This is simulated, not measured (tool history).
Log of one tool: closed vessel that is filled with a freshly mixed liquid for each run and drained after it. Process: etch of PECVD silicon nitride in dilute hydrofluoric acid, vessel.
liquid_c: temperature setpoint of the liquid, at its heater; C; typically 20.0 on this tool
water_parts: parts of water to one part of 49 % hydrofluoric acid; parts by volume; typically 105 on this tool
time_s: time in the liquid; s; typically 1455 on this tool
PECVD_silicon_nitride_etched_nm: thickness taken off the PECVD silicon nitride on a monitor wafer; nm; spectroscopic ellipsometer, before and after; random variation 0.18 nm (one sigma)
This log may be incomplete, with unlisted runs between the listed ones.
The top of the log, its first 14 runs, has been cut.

run,hour,liquid_c,water_parts,time_s,"read-back film thickness of the PECVD silicon nitride reference wafer, read on the same gauge (nm)",PECVD_silicon_nitride_etched_nm
15,599.4,20.0,105,1455,100.00,20.48
16,650.4,24.0,105,1830,100.00,34.02
17,721.7,20.0,105,1455,99.97,19.94
18,792.0,20.0,85,1455,100.01,24.41
19,857.1,20.0,105,1455,100.00,19.74
20,882.9,20.0,105,1455,100.01,19.79
# hour 891.6: thermometer replaced
21,943.9,20.0,105,2160,99.98,30.25
22,1002.7,21.5,150,1760,100.01,19.33
23,1065.3,20.0,105,1455,100.00,20.21

For run 24, what comes out?
24,1133.5,20.0,105,2010,?,?

read-back film thickness of the PECVD silicon nitride reference wafer, read on the same gauge (nm): 99.98
PECVD_silicon_nitride_etched_nm: 28.09 nm
Take away the tool's hidden state, keep the run-to-run variation as it was, and the same run would have given PECVD_silicon_nitride_etched_nm 29.17 nm.

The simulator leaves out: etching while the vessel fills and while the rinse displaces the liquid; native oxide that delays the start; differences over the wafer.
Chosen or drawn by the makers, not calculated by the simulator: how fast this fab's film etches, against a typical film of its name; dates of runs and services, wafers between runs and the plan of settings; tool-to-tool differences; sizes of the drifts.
